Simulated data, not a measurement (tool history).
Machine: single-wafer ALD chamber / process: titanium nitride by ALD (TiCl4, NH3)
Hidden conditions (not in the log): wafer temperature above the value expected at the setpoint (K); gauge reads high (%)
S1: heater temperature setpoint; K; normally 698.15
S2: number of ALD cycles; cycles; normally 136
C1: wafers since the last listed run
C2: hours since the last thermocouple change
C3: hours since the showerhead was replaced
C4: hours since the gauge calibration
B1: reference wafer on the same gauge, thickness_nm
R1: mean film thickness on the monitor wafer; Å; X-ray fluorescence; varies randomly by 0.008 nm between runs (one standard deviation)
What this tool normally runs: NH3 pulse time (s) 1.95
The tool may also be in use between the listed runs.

Run 1, day 0.000: usual settings; C1 0; C2 2352.1; C3 3968.2; C4 91.3; B1 3.077. Result: R1 31.53 Å.
Run 2, day 0.483: usual settings; C1 14; C2 2363.7; C3 3979.8; C4 102.9; B1 3.075. Result: R1 31.56 Å.
Run 3, day 0.862: usual settings; C1 11; C2 2372.8; C3 3988.9; C4 112.0; B1 3.072. Result: R1 31.42 Å.
Run 4, day 1.162: usual settings; C1 8; C2 2380.0; C3 3996.1; C4 119.2; B1 3.069. Result: R1 31.49 Å.
Run 5, day 1.821: usual settings but NH3 pulse time (s) 1.41; C1 19; C2 2395.8; C3 4011.9; C4 135.0; B1 3.070. Result: R1 31.15 Å.
Run 6, day 2.117: usual settings but NH3 pulse time (s) 1.41; C1 8; C2 2402.9; C3 4019.0; C4 142.1; B1 3.062. Result: R1 31.03 Å.
Run 7, day 2.375: usual settings but NH3 pulse time (s) 1.41; C1 7; C2 2409.1; C3 4025.2; C4 148.3; B1 3.063. Result: R1 30.99 Å.
Run 8, day 2.842: usual settings; C1 13; C2 2420.3; C3 4036.4; C4 159.5; B1 3.063. Result: R1 31.46 Å.
Run 9, day 3.254: usual settings but S2 144 cycles, NH3 pulse time (s) 2.42; C1 12; C2 2430.2; C3 4046.3; C4 169.4; B1 3.062. Result: R1 33.70 Å.
Run 10, day 3.779: usual settings but S2 144 cycles, NH3 pulse time (s) 2.42; C1 15; C2 2442.8; C3 4058.9; C4 182.0; B1 3.059. Result: R1 33.44 Å.
Run 11, day 4.304: usual settings; C1 15; C2 2455.4; C3 4071.5; C4 194.6; B1 3.056. Result: R1 31.50 Å.
Run 12, day 4.946: usual settings; C1 18; C2 2470.8; C3 4086.9; C4 210.0; B1 3.060. Result: R1 31.55 Å.
Run 13, day 5.629: usual settings; C1 19; C2 2487.2; C3 4103.3; C4 226.4; B1 3.057. Result: R1 31.55 Å.
Run 14, day 6.167: usual settings; C1 15; C2 2500.1; C3 4116.2; C4 239.3; B1 3.052. Result: R1 31.26 Å.
Run 15, day 6.621: usual settings but S2 151 cycles; C1 13; C2 2511.0; C3 4127.1; C4 250.2; B1 3.053. Result: R1 35.00 Å.
Run 16, day 7.238: usual settings but S2 151 cycles; C1 17; C2 2525.8; C3 4141.9; C4 265.0; B1 3.049. Result: R1 34.70 Å.
Run 17, day 7.700: usual settings but S2 151 cycles; C1 13; C2 2536.9; C3 4153.0; C4 276.1; B1 3.054. Result: R1 34.74 Å.
Run 18, day 8.038: usual settings; C1 9; C2 2545.0; C3 4161.1; C4 284.2; B1 3.050. Result: R1 31.13 Å.
Run 19, day 8.946: usual settings; C1 26; C2 2566.8; C3 4182.9; C4 306.0; B1 3.049. Result: R1 31.35 Å.
Run 20, day 9.300: usual settings; C1 10; C2 2575.3; C3 4191.4; C4 314.5; B1 3.045. Result: R1 31.34 Å.
Run 21, day 9.842: usual settings but S1 692.15 K, S2 116 cycles, NH3 pulse time (s) 1.33; C1 15; C2 2588.3; C3 4204.4; C4 327.5; B1 3.047. Result: R1 26.15 Å.
Run 22, day 10.429: usual settings but S1 687.15 K, S2 161 cycles, NH3 pulse time (s) 1.20; C1 17; C2 2602.4; C3 4218.5; C4 341.6; B1 3.048. Result: R1 35.94 Å.
At day 10.762: thermocouple changed; heater temperature recalibrated.
At day 10.996: showerhead replaced.
Run 23, day 11.017: usual settings but S1 689.15 K, S2 122 cycles; C1 0; C2 6.1; C3 0.5; C4 355.7; B1 3.046. Result: R1 27.83 Å.
Run 24, day 11.400: usual settings but S1 706.15 K, S2 125 cycles; C1 11; C2 15.3; C3 9.7; C4 364.9; B1 3.048. Result: R1 28.83 Å.
Run 25, day 11.892: usual settings but S1 693.15 K, S2 113 cycles, NH3 pulse time (s) 2.18; C1 14; C2 27.1; C3 21.5; C4 376.7; B1 3.045. Result: R1 26.09 Å.
Run 26, day 12.371: usual settings; C1 13; C2 38.6; C3 33.0; C4 388.2; B1 3.043. Result: R1 31.38 Å.
Run 27, day 13.046: usual settings; C1 19; C2 54.8; C3 49.2; C4 404.4; B1 3.045. Result: R1 31.24 Å.
Run 28, day 13.729: usual settings but S1 692.15 K, S2 116 cycles; C1 19; C2 71.2; C3 65.6; C4 420.8; B1 3.047. Result: R1 26.58 Å.
Run 29, day 14.396: usual settings; C1 19; C2 87.2; C3 81.6; C4 436.8; B1 3.039. Result: R1 31.29 Å.
Run 30, day 14.817: usual settings but S1 702.15 K, S2 147 cycles, NH3 pulse time (s) 2.32; C1 12; C2 97.3; C3 91.7; C4 446.9; B1 3.044. Result: R1 34.07 Å.
Run 31, day 15.275: usual settings but S1 707.15 K, NH3 pulse time (s) 2.25; C1 13; C2 108.3; C3 102.7; C4 457.9; B1 3.043. Result: R1 31.38 Å.
At day 15.496: gauge calibrated.
Run 32, day 15.975: usual settings but S1 690.15 K, S2 152 cycles, NH3 pulse time (s) 1.65; C1 20; C2 125.1; C3 119.5; C4 11.5; B1 3.095. Result: R1 35.09 Å.
Run 33, day 16.250: usual settings but S2 128 cycles; C1 8; C2 131.7; C3 126.1; C4 18.1; B1 3.089. Result: R1 30.02 Å.
Run 34, day 16.804: usual settings but NH3 pulse time (s) 2.66; C1 16; C2 145.0; C3 139.4; C4 31.4; B1 3.087. Result: R1 31.94 Å.
Run 35, day 17.217: usual settings but S2 123 cycles, NH3 pulse time (s) 2.61; C1 12; C2 154.9; C3 149.3; C4 41.3; B1 3.082. Result: R1 28.93 Å.
Run 36, day 17.892: usual settings but S1 704.15 K; C1 19; C2 171.1; C3 165.5; C4 57.5; B1 3.079. Result: R1 31.66 Å.
Run 37, day 18.229: usual settings but S1 704.15 K; C1 9; C2 179.2; C3 173.6; C4 65.6; B1 3.077. Result: R1 31.52 Å.
Run 38, day 18.888: usual settings but S1 706.15 K, S2 160 cycles; C1 19; C2 195.0; C3 189.4; C4 81.4; B1 3.073. Result: R1 37.13 Å.
Run 39, day 19.158: usual settings but S2 145 cycles, NH3 pulse time (s) 2.20; C1 7; C2 201.5; C3 195.9; C4 87.9; B1 3.071. Result: R1 33.76 Å.
Run 40, day 19.467: usual settings but S1 684.15 K, S2 124 cycles, NH3 pulse time (s) 2.72; C1 8; C2 208.9; C3 203.3; C4 95.3; B1 3.070. Result: R1 28.97 Å.

3 options for the next run, each taken on its own from the tool as it stands now. Forecast them:
Run A, day 19.496: usual settings but S2 111 cycles; C1 0; C2 209.6; C3 204.0; C4 96.0; B1 ?. Result: R1 ?.
Run B, day 19.496: usual settings but NH3 pulse time (s) 1.55; C1 0; C2 209.6; C3 204.0; C4 96.0; B1 ?. Result: R1 ?.
Run C, day 19.496: usual settings but S1 688.15 K, S2 144 cycles, NH3 pulse time (s) 1.73; C1 0; C2 209.6; C3 204.0; C4 96.0; B1 ?. Result: R1 ?.

run     B1     R1
  A  3.071  25.78
  B  3.071  31.31
  C  3.071  33.14
Take away the tool's hidden state, keep each run's random variation, and the runs would have read:
run     R1
  A  26.03
  B  31.61
  C  33.46

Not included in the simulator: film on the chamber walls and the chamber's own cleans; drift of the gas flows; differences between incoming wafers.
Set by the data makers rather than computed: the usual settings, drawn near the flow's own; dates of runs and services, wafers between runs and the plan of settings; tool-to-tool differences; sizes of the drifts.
